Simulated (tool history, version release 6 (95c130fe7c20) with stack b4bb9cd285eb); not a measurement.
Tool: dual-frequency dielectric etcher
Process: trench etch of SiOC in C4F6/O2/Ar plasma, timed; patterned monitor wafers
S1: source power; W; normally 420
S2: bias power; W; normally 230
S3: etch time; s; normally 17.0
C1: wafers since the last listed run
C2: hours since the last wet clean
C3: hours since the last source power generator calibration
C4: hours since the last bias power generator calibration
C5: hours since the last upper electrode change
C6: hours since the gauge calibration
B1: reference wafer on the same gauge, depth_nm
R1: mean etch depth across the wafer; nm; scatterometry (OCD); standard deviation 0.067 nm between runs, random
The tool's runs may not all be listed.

run,hour,S1,S2,S3,C1,C2,C3,C4,C5,C6,B1,R1
1,0.0,420,230,18.5,0,22.5,3007.2,4679.8,2563.1,963.8,36.19,47.33
2,19.7,420,230,17.0,492,42.2,3026.9,4699.5,2582.8,983.5,36.20,43.54
3,31.9,420,230,17.0,305,54.4,3039.1,4711.7,2595.0,995.7,36.21,43.46
# hour 42.4: bias power generator calibrated
4,46.7,420,230,17.0,270,69.2,3053.9,4.3,2609.8,1010.5,36.20,43.61
5,71.8,420,230,17.0,627,94.3,3079.0,29.4,2634.9,1035.6,36.18,43.70
6,89.5,420,230,17.0,442,112.0,3096.7,47.1,2652.6,1053.3,36.20,43.60
7,122.1,460,277,13.5,815,144.6,3129.3,79.7,2685.2,1085.9,36.21,37.16
8,148.7,420,181,19.0,665,171.2,3155.9,106.3,2711.8,1112.5,36.19,47.09
9,178.8,420,230,17.0,752,201.3,3186.0,136.4,2741.9,1142.6,36.20,43.63
# hour 206.4: source power generator calibrated
10,212.6,420,230,17.0,745,235.1,6.2,170.2,2775.7,1176.4,36.20,44.74
11,231.7,460,230,17.0,477,254.2,25.3,189.3,2794.8,1195.5,36.19,46.38
# hour 269.2: upper electrode replaced
12,269.7,420,230,17.0,350,292.2,63.3,227.3,0.5,1233.5,36.21,44.80
13,305.5,420,230,20.5,895,328.0,99.1,263.1,36.3,1269.3,36.21,54.02
14,334.5,420,230,17.0,725,357.0,128.1,292.1,65.3,1298.3,36.21,44.76
# hour 341.4: gauge calibrated
15,349.3,420,230,17.0,370,371.8,142.9,306.9,80.1,7.9,36.20,44.86
16,361.3,420,230,17.0,300,383.8,154.9,318.9,92.1,19.9,36.19,44.86
17,395.7,420,271,17.0,860,418.2,189.3,353.3,126.5,54.3,36.20,46.21
18,428.3,420,250,17.0,815,450.8,221.9,385.9,159.1,86.9,36.21,45.60
19,454.3,420,265,17.0,650,476.8,247.9,411.9,185.1,112.9,36.20,46.15
# hour 491.0: wet clean of the chamber
20,491.5,340,180,14.0,330,0.5,285.1,449.1,222.3,150.1,36.22,32.23
21,497.6,380,276,14.5,152,6.6,291.2,455.2,228.4,156.2,36.20,37.46
22,514.0,370,230,18.5,410,23.0,307.6,471.6,244.8,172.6,36.20,45.93
23,537.5,370,255,17.0,587,46.5,331.1,495.1,268.3,196.1,36.20,43.07
24,560.0,340,280,20.5,562,69.0,353.6,517.6,290.8,218.6,36.20,51.10
25,575.2,470,192,13.5,380,84.2,368.8,532.8,306.0,233.8,36.20,35.66
26,603.2,420,180,17.0,700,112.2,396.8,560.8,334.0,261.8,36.21,42.68
27,639.1,330,259,12.0,897,148.1,432.7,596.7,369.9,297.7,36.18,29.21
28,655.2,460,282,21.5,402,164.2,448.8,612.8,386.0,313.8,36.20,60.30
29,671.3,330,278,15.0,402,180.3,464.9,628.9,402.1,329.9,36.20,36.97
30,686.4,420,230,17.0,377,195.4,480.0,644.0,417.2,345.0,36.19,44.47

For each entry between runs, how does the tool's hidden state at the last listed run before it compare with that at the first listed run after it?
In the gap between runs 3 and 4: bias power generator calibrated (hour 42.4)
  etch rate over this chamber's usual, %: 0.0446 -> 0.0948; source power that arrives over what is set, %: -4.42 -> -4.43
  what was measured, less what the result would be without the hidden state, R1: -0.75 -> -0.74 nm
In the gap between runs 9 and 10: source power generator calibrated (hour 206.4)
  etch rate over this chamber's usual, %: 0.544 -> 0.658; source power that arrives over what is set, %: -4.46 -> 0.457
  what was measured, less what the result would be without the hidden state, R1: -0.54 -> +0.37 nm
In the gap between runs 11 and 12: upper electrode replaced (hour 269.2)
  etch rate over this chamber's usual, %: 0.723 -> 0.852; source power that arrives over what is set, %: 0.368 -> 0.196
  what was measured, less what the result would be without the hidden state, R1: +0.40 -> +0.41 nm
In the gap between runs 14 and 15: gauge calibrated (hour 341.4)
  etch rate over this chamber's usual, %: 1.07 -> 1.12; source power that arrives over what is set, %: -0.084 -> -0.145
  what was measured, less what the result would be without the hidden state, R1: +0.46 -> +0.48 nm
In the gap between runs 19 and 20: wet clean of the chamber (hour 491.0)
  etch rate over this chamber's usual, %: 1.48 -> 0.146; source power that arrives over what is set, %: -0.556 -> -0.692
  what was measured, less what the result would be without the hidden state, R1: +0.57 -> -0.04 nm
